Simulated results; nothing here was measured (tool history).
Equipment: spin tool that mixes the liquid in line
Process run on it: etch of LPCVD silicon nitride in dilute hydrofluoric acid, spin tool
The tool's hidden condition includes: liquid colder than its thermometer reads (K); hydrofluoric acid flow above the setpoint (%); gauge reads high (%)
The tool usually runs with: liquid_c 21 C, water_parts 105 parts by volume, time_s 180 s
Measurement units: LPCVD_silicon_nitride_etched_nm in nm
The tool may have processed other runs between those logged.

run    hour  liquid_c  water_parts  time_s  wafers since the last listed run  hours since the thermometer was replaced  hours since the hydrofluoric acid flow meter was replaced  hours since the gauge calibration  read-back film thickness of the LPCVD silicon nitride reference wafer, read on the same gauge (nm)  LPCVD_silicon_nitride_etched_nm
  1       0        21          105     180                                 0                                      1098                                                      937.5                              484.6                                                                                              29.999                            0.625
  2      85        21          105     180                               575                                      1183                                                     1022.5                              569.6                                                                                              29.999                            0.623
  3   164.5        21          105     180                               538                                    1262.5                                                       1102                              649.1                                                                                              30.005                            0.602
  4     235        21          105     180                               477                                      1333                                                     1172.5                              719.6                                                                                              29.988                            0.628
  5   284.9        21          105     180                               337                                    1382.9                                                     1222.4                              769.5                                                                                              29.997                            0.629
  6     354        21          105     180                               467                                      1452                                                     1291.5                              838.6                                                                                                  30                            0.638
  7   434.9        21          105     180                               547                                    1532.9                                                     1372.4                              919.5                                                                                              30.068                            0.596
  8   490.3        21          105     180                               375                                    1588.3                                                     1427.8                              974.9                                                                                              29.991                            0.661
      577.8  -- hydrofluoric acid flow meter replaced
  9   685.2        21          105     180                              1312                                    1783.2                                                      107.4                             1169.8                                                                                              29.996                            0.617
 10   765.8        21          120     180                               545                                    1863.8                                                        188                             1250.4                                                                                              30.002                            0.559
 11   829.9      19.5          105     100                               433                                    1927.9                                                      252.1                             1314.5                                                                                              30.017                            0.309
        847  -- gauge calibrated
      871.7  -- thermometer replaced
 12   928.1        23           60     180                               658                                      56.4                                                      350.3                               81.1                                                                                              30.036                            1.273
 13  1006.4        21          105     180                               530                                     134.7                                                      428.6                              159.4                                                                                              29.998                            0.609
 14  1063.3      24.5          105     180                               385                                     191.6                                                      485.5                              216.3                                                                                              29.983                            0.788
 15    1133      19.5          105     100                               471                                     261.3                                                      555.2                                286                                                                                              30.025                            0.309
 16  1205.8      19.5          105     265                               492                                     334.1                                                        628                              358.8                                                                                              29.955                            0.847
 17  1274.9        21          105     180                               467                                     403.2                                                      697.1                              427.9                                                                                              29.996                            0.637
 18  1344.9      18.5          130     135                               473                                     473.2                                                      767.1                              497.9                                                                                              29.968                            0.323

For each entry between runs, how does the tool's hidden state at the last listed run before it compare with that at the first listed run after it?
Between runs 8 and 9: hydrofluoric acid flow meter replaced (hour 577.8)
  both runs share identical hidden conditions
Between runs 11 and 12: gauge calibrated (hour 847); thermometer replaced (hour 871.7)
  both runs share identical hidden conditions
